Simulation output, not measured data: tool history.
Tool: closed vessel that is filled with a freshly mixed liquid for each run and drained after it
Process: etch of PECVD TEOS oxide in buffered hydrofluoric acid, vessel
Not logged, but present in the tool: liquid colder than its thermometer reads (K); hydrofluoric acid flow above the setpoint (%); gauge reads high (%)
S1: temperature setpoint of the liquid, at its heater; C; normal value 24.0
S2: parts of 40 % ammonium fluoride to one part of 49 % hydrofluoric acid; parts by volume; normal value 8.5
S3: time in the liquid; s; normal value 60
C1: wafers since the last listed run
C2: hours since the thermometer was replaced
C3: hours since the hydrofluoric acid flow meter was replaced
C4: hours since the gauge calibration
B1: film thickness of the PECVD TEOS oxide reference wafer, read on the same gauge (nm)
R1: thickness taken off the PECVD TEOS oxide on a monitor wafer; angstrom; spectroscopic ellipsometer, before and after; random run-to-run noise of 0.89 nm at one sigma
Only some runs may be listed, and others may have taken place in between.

run 1 hour=0.0 | S1=24.0 S2=8.5 S3=60 | C1=0 C2=992.4 C3=822.3 C4=58.0 | B1=110.00 | R1=1552.2
run 2 hour=17.1 | S1=24.0 S2=8.5 S3=60 | C1=2530 C2=1009.5 C3=839.4 C4=75.1 | B1=110.02 | R1=1563.5
run 3 hour=24.0 | S1=24.0 S2=8.5 S3=60 | C1=1020 C2=1016.4 C3=846.3 C4=82.0 | B1=109.98 | R1=1561.9
run 4 hour=33.2 | S1=24.0 S2=8.5 S3=85 | C1=1361 C2=1025.6 C3=855.5 C4=91.2 | B1=110.01 | R1=2207.6
run 5 hour=41.4 | S1=24.0 S2=8.5 S3=85 | C1=1213 C2=1033.8 C3=863.7 C4=99.4 | B1=109.98 | R1=2205.2
run 6 hour=58.7 | S1=24.0 S2=8.5 S3=85 | C1=2559 C2=1051.1 C3=881.0 C4=116.7 | B1=110.00 | R1=2215.3
run 7 hour=65.1 | S1=24.0 S2=10.0 S3=60 | C1=946 C2=1057.5 C3=887.4 C4=123.1 | B1=109.99 | R1=1313.3
run 8 hour=79.5 | S1=24.0 S2=8.5 S3=60 | C1=2130 C2=1071.9 C3=901.8 C4=137.5 | B1=109.98 | R1=1564.1
run 9 hour=89.4 | S1=24.0 S2=8.5 S3=60 | C1=1464 C2=1081.8 C3=911.7 C4=147.4 | B1=110.01 | R1=1580.0
run 10 hour=106.7 | S1=24.0 S2=8.5 S3=60 | C1=2559 C2=1099.1 C3=929.0 C4=164.7 | B1=110.04 | R1=1569.5
-- hour=145.8 thermometer replaced
run 11 hour=150.6 | S1=24.0 S2=8.5 S3=60 | C1=6347 C2=4.8 C3=972.9 C4=208.6 | B1=110.01 | R1=1573.6
run 12 hour=166.5 | S1=24.0 S2=8.5 S3=60 | C1=2352 C2=20.7 C3=988.8 C4=224.5 | B1=110.02 | R1=1588.3
run 13 hour=173.8 | S1=23.0 S2=8.5 S3=60 | C1=1080 C2=28.0 C3=996.1 C4=231.8 | B1=109.99 | R1=1493.9
run 14 hour=184.3 | S1=23.0 S2=8.5 S3=60 | C1=1553 C2=38.5 C3=1006.6 C4=242.3 | B1=110.02 | R1=1501.9
run 15 hour=199.2 | S1=27.0 S2=7.0 S3=60 | C1=2204 C2=53.4 C3=1021.5 C4=257.2 | B1=109.99 | R1=2247.0
run 16 hour=212.0 | S1=26.5 S2=10.5 S3=60 | C1=1893 C2=66.2 C3=1034.3 C4=270.0 | B1=110.02 | R1=1463.5
run 17 hour=219.3 | S1=28.5 S2=10.5 S3=40 | C1=1080 C2=73.5 C3=1041.6 C4=277.3 | B1=109.98 | R1=1085.2
run 18 hour=229.8 | S1=24.0 S2=8.5 S3=60 | C1=1553 C2=84.0 C3=1052.1 C4=287.8 | B1=109.98 | R1=1593.2
run 19 hour=236.2 | S1=24.0 S2=8.5 S3=60 | C1=946 C2=90.4 C3=1058.5 C4=294.2 | B1=109.97 | R1=1590.8
run 20 hour=249.2 | S1=19.0 S2=10.5 S3=75 | C1=1923 C2=103.4 C3=1071.5 C4=307.2 | B1=110.00 | R1=1204.7
run 21 hour=259.9 | S1=22.0 S2=8.5 S3=60 | C1=1583 C2=114.1 C3=1082.2 C4=317.9 | B1=110.02 | R1=1425.2
run 22 hour=274.1 | S1=21.5 S2=7.5 S3=30 | C1=2101 C2=128.3 C3=1096.4 C4=332.1 | B1=109.97 | R1=793.7
-- hour=278.5 hydrofluoric acid flow meter replaced
run 23 hour=289.4 | S1=22.0 S2=9.5 S3=60 | C1=2115 C2=143.6 C3=10.9 C4=347.4 | B1=110.01 | R1=1136.8
-- hour=298.8 gauge calibrated
run 24 hour=304.4 | S1=24.0 S2=8.5 S3=60 | C1=2219 C2=158.6 C3=25.9 C4=5.6 | B1=110.02 | R1=1412.5
run 25 hour=321.2 | S1=24.0 S2=8.5 S3=60 | C1=2485 C2=175.4 C3=42.7 C4=22.4 | B1=110.01 | R1=1428.6
run 26 hour=336.8 | S1=24.0 S2=8.5 S3=60 | C1=2308 C2=191.0 C3=58.3 C4=38.0 | B1=109.99 | R1=1418.0
run 27 hour=382.1 | S1=24.0 S2=8.5 S3=60 | C1=6702 C2=236.3 C3=103.6 C4=83.3 | B1=109.98 | R1=1408.4
run 28 hour=388.5 | S1=26.0 S2=8.5 S3=60 | C1=946 C2=242.7 C3=110.0 C4=89.7 | B1=109.98 | R1=1581.2
run 29 hour=402.2 | S1=24.0 S2=8.5 S3=30 | C1=2027 C2=256.4 C3=123.7 C4=103.4 | B1=109.98 | R1=711.0

Here are 3 independent what-if runs from the current tool condition. What would each one return?
run A hour=402.9 | S1=27.0 S2=8.5 S3=60 | C1=103 C2=257.1 C3=124.4 C4=104.1 | B1=? | R1=?
run B hour=402.9 | S1=24.0 S2=8.5 S3=75 | C1=103 C2=257.1 C3=124.4 C4=104.1 | B1=? | R1=?
run C hour=402.9 | S1=20.5 S2=11.0 S3=30 | C1=103 C2=257.1 C3=124.4 C4=104.1 | B1=? | R1=?

run=A B1=109.99 R1=1679.9
run=B B1=109.99 R1=1786.1
run=C B1=109.99 R1=471.3
With the hidden condition removed and each run's random variation left untouched, the same runs would have given:
run=A R1=1648.9
run=B R1=1753.1
run=C R1=463.4

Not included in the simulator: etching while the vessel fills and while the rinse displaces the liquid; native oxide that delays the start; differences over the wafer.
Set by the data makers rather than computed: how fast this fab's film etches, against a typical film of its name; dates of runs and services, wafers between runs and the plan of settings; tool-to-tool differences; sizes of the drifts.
